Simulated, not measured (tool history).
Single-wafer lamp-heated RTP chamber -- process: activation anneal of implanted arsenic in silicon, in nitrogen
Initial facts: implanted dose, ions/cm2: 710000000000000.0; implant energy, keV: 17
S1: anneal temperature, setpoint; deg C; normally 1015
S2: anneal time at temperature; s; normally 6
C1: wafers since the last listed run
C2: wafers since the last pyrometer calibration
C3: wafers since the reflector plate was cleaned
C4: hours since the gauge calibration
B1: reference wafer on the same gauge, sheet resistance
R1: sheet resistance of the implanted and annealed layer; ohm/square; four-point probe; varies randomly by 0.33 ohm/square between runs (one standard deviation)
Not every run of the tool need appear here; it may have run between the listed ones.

run 1 hour=0.0 | S1=1008 S2=6 | C1=0 C2=4133 C3=1755 C4=63.4 | B1=161.92 | R1=172.21
run 2 hour=14.9 | S1=1030 S2=6 | C1=185 C2=4318 C3=1941 C4=78.3 | B1=161.98 | R1=167.73
run 3 hour=49.8 | S1=1030 S2=6 | C1=434 C2=4752 C3=2375 C4=113.2 | B1=161.99 | R1=167.58
run 4 hour=63.4 | S1=1030 S2=6 | C1=169 C2=4921 C3=2544 C4=126.8 | B1=162.05 | R1=167.10
run 5 hour=78.0 | S1=1015 S2=6 | C1=181 C2=5103 C3=2726 C4=141.4 | B1=162.09 | R1=170.44
run 6 hour=135.9 | S1=1015 S2=6 | C1=720 C2=5824 C3=3446 C4=199.3 | B1=161.99 | R1=169.73
-- hour=151.0 gauge calibrated
run 7 hour=169.9 | S1=1015 S2=6 | C1=423 C2=6247 C3=3869 C4=18.9 | B1=161.89 | R1=169.91
run 8 hour=201.6 | S1=1003 S2=7 | C1=394 C2=6641 C3=4264 C4=50.6 | B1=162.10 | R1=171.34
run 9 hour=234.0 | S1=986 S2=9 | C1=403 C2=7044 C3=4667 C4=83.0 | B1=161.98 | R1=173.02
-- hour=265.3 pyrometer window cleaned and pyrometer calibrated
-- hour=270.2 reflector plate cleaned
run 10 hour=270.7 | S1=1015 S2=6 | C1=297 C2=6 C3=6 C4=119.7 | B1=161.99 | R1=172.35
run 11 hour=289.9 | S1=1015 S2=6 | C1=238 C2=245 C3=245 C4=138.9 | B1=161.99 | R1=172.24
run 12 hour=322.9 | S1=989 S2=8 | C1=410 C2=656 C3=656 C4=171.9 | B1=162.03 | R1=175.50
run 13 hour=339.6 | S1=994 S2=8 | C1=207 C2=864 C3=864 C4=188.6 | B1=162.04 | R1=173.63
run 14 hour=357.3 | S1=998 S2=6 | C1=220 C2=1084 C3=1084 C4=206.3 | B1=161.96 | R1=175.62

Difference, measured minus no-hidden-state, one row per run. Run-to-run variation is common to both terms; the gauge's own scatter need not be:
Hidden state present: true wafer temperature minus pyrometer reading, K; wafer temperature error from the tarnished reflector plate, K; gauge reads high (%).
run=1 R1=-1.64
run=2 R1=-1.67
run=3 R1=-1.82
run=4 R1=-1.87
run=5 R1=-1.98
run=6 R1=-2.21
run=7 R1=-2.36
run=8 R1=-2.55
run=9 R1=-2.61
run=10 R1=-0.20
run=11 R1=-0.28
run=12 R1=-0.40
run=13 R1=-0.48
run=14 R1=-0.56

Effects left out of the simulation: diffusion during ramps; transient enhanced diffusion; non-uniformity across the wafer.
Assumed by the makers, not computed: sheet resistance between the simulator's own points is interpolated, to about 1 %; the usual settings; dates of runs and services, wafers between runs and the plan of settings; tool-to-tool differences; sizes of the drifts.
